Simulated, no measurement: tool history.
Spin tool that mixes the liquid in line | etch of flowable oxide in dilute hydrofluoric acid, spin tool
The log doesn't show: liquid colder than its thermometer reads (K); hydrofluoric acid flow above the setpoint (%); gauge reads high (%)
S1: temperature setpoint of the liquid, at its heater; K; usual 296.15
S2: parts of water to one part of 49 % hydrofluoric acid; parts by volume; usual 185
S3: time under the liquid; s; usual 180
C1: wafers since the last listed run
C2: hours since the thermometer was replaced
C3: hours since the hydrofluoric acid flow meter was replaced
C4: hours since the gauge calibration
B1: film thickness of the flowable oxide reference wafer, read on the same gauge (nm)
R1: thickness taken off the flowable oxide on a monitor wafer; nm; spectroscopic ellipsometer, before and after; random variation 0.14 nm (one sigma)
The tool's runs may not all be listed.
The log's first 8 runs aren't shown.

run,hour,S1,S2,S3,C1,C2,C3,C4,B1,R1
9,436.8,296.15,185,125,465,570.2,802,1433.3,38.71,20.91
# hour 466.4: gauge calibrated
10,478.7,296.15,185,125,276,612.1,843.9,12.3,39.98,21.54
# hour 492.8: hydrofluoric acid flow meter replaced
11,527.8,296.15,185,180,317,661.2,35,61.4,39.94,31.08
12,566.5,296.15,185,180,255,699.9,73.7,100.1,39.88,31.1
13,619.4,296.15,185,180,349,752.8,126.6,153,39.84,31.08
14,688.8,298.15,185,180,458,822.2,196,222.4,39.77,33.33
15,750.8,293.15,140,110,409,884.2,258,284.4,39.73,23.19
16,879.4,296.15,185,180,849,1012.8,386.6,413,39.64,30.53

Forecast run 17:
17,946.8,291.15,185,180,445,1080.2,454,480.4,?,?

{"run 17": {"B1": 39.6, "R1": 25.34}}
Without the tool's hidden state the same run would have given R1 25.62 nm.

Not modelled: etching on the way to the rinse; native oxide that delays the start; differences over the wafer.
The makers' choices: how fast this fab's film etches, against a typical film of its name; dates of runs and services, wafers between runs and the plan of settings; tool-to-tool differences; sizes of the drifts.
